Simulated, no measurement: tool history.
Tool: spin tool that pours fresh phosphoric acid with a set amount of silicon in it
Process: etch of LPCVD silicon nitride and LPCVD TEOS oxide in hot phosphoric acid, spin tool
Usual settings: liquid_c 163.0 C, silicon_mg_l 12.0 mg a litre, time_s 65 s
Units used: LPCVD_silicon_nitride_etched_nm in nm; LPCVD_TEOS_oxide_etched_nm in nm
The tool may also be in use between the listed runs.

run	hour	liquid_c	silicon_mg_l	time_s	wafers since the last listed run	hours since the thermometer was replaced	hours since the dissolved silicon flow meter was replaced	hours since the heated supply line was repaired	hours since the gauge calibration	read-back film thickness of the LPCVD silicon nitride reference wafer, read on the same gauge (nm)	read-back film thickness of the LPCVD TEOS oxide reference wafer, read on the same gauge (nm)	LPCVD_silicon_nitride_etched_nm	LPCVD_TEOS_oxide_etched_nm
1	0.0	163.0	9.0	65	0	1315.5	812.0	410.6	424.7	149.98	120.011	6.59	0.441
2	44.7	163.0	12.0	65	482	1360.2	856.7	455.3	469.4	149.98	120.005	6.58	0.382
3	105.5	163.0	12.0	65	656	1421.0	917.5	516.1	530.2	149.98	120.022	6.59	0.390
# hour 124.2: dissolved silicon flow meter replaced
# hour 135.2: thermometer replaced
4	163.7	163.0	19.5	105	607	28.5	39.5	574.3	588.4	150.00	120.009	10.74	0.515
5	208.5	165.5	6.5	65	483	73.3	84.3	619.1	633.2	150.00	119.993	7.21	0.456
6	267.6	164.0	3.0	65	638	132.4	143.4	678.2	692.3	149.99	120.002	6.80	0.527
7	311.9	160.0	12.0	50	478	176.7	187.7	722.5	736.6	150.01	120.002	4.62	0.240
8	338.1	163.0	9.0	65	282	202.9	213.9	748.7	762.8	150.00	120.016	6.51	0.400
9	395.1	163.0	7.0	30	615	259.9	270.9	805.7	819.8	150.01	120.039	2.99	0.217
10	429.2	163.0	12.0	65	368	294.0	305.0	839.8	853.9	150.02	119.985	6.42	0.345
11	482.2	160.5	3.5	35	572	347.0	358.0	892.8	906.9	149.99	120.000	3.25	0.210
12	530.1	163.0	12.0	65	517	394.9	405.9	940.7	954.8	149.98	119.991	6.49	0.340
13	557.4	163.0	14.5	45	294	422.2	433.2	968.0	982.1	150.00	119.994	4.52	0.250
14	624.2	163.0	12.0	65	721	489.0	500.0	1034.8	1048.9	150.01	120.030	6.42	0.350
15	656.2	162.0	8.5	65	345	521.0	532.0	1066.8	1080.9	150.01	119.988	6.23	0.304
16	701.5	164.0	12.0	80	489	566.3	577.3	1112.1	1126.2	150.04	120.028	8.33	0.505
17	746.2	163.0	21.0	30	482	611.0	622.0	1156.8	1170.9	150.01	120.039	3.00	0.136
18	794.3	163.0	15.5	95	519	659.1	670.1	1204.9	1219.0	150.03	120.031	9.37	0.611
19	843.6	161.0	2.5	50	532	708.4	719.4	1254.2	1268.3	150.04	119.987	4.60	0.309
20	906.3	163.0	12.0	65	677	771.1	782.1	1316.9	1331.0	149.99	119.994	6.44	0.408
21	942.8	162.0	6.5	100	394	807.6	818.6	1353.4	1367.5	149.99	120.016	9.54	0.660

Run 22, settings as shown, results not yet in. Your forecast:
22	1010.4	163.0	12.0	65	730	875.2	886.2	1421.0	1435.1	?	?	?	?

Logged for run 22: read-back film thickness of the LPCVD silicon nitride reference wafer, read on the same gauge (nm) 149.99, read-back film thickness of the LPCVD TEOS oxide reference wafer, read on the same gauge (nm) 119.984, LPCVD_silicon_nitride_etched_nm 6.44 nm, LPCVD_TEOS_oxide_etched_nm 0.325 nm.
With no hidden state in the tool, this same run would have given LPCVD_silicon_nitride_etched_nm 6.75 nm, LPCVD_TEOS_oxide_etched_nm 0.362 nm.
